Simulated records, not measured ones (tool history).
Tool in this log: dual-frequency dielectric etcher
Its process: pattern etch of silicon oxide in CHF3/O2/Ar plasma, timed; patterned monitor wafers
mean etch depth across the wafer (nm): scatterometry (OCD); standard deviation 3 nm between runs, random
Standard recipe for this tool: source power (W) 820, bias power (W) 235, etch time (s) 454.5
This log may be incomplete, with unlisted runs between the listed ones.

run,day,source power (W),bias power (W),etch time (s),wafers since the last listed run,hours since the last wet clean,hours since the last source power generator calibration,hours since the last bias power generator calibration,hours since the last upper electrode change,hours since the gauge calibration,"read-back reference wafer on the same gauge, depth_nm",mean etch depth across the wafer (nm)
1,0,820,214,454.5,0,61.2,2477.1,2155.2,2777,291.8,1019.9,1090.3
2,1.325,820,214,454.5,68,93,2508.9,2187,2808.8,323.6,1020.1,1092.2
3,5.712,820,235,454.5,227,198.3,2614.2,2292.3,2914.1,428.9,1019.9,1145
4,6.492,820,235,454.5,40,217,2632.9,2311,2932.8,447.6,1021.9,1144.7
5,9.392,820,235,454.5,150,286.6,2702.5,2380.6,3002.4,517.2,1021.6,1144
6,9.962,820,235,454.5,29,300.3,2716.2,2394.3,3016.1,530.9,1021,1153.4
7,10.983,820,276,329.5,52,324.8,2740.7,2418.8,3040.6,555.4,1020.1,905.6
8,11.571,820,276,329.5,30,338.9,2754.8,2432.9,3054.7,569.5,1019.9,898.9
9,12.496,820,235,454.5,48,361.1,2777,2455.1,3076.9,591.7,1019.4,1159.1
10,13.846,820,289,454.5,70,393.5,2809.4,2487.5,3109.3,624.1,1020.4,1271.4
11,14.617,820,181,454.5,40,412,2827.9,2506,3127.8,642.6,1018.5,1019
12,15.471,980,283,544.5,44,432.5,2848.4,2526.5,3148.3,663.1,1019.1,1579.2
13,16.258,940,185,454.5,40,451.4,2867.3,2545.4,3167.2,682,1019.9,1059.1
14,16.929,970,256,419,34,467.5,2883.4,2561.5,3183.3,698.1,1020.1,1154.7
# day 17.271: source power generator calibrated
15,17.45,770,235,454.5,18,480,4.3,2574,3195.8,710.6,1020.7,1143.6
# day 18.138: bias power generator calibrated
16,18.158,820,235,454.5,28,497,21.3,0.5,3212.8,727.6,1018.1,1162.8
17,19.217,720,235,565,54,522.4,46.7,25.9,3238.2,753,1020.9,1416.3
18,19.896,820,235,535,35,538.7,63,42.2,3254.5,769.3,1019.2,1374.9
# day 20.375: gauge calibrated
19,21.367,870,204,506.5,76,574,98.3,77.5,3289.8,23.8,1018.1,1231.2

What will run 20 give?
20,22.162,970,235,454.5,41,593.1,117.4,96.6,3308.9,42.9,?,?

Logged for run 20: read-back reference wafer on the same gauge, depth_nm 1019.2, mean etch depth across the wafer (nm) 1208.4.
If the tool had no hidden condition, the same run with the same run-to-run variation would have returned mean etch depth across the wafer (nm) 1169.4.
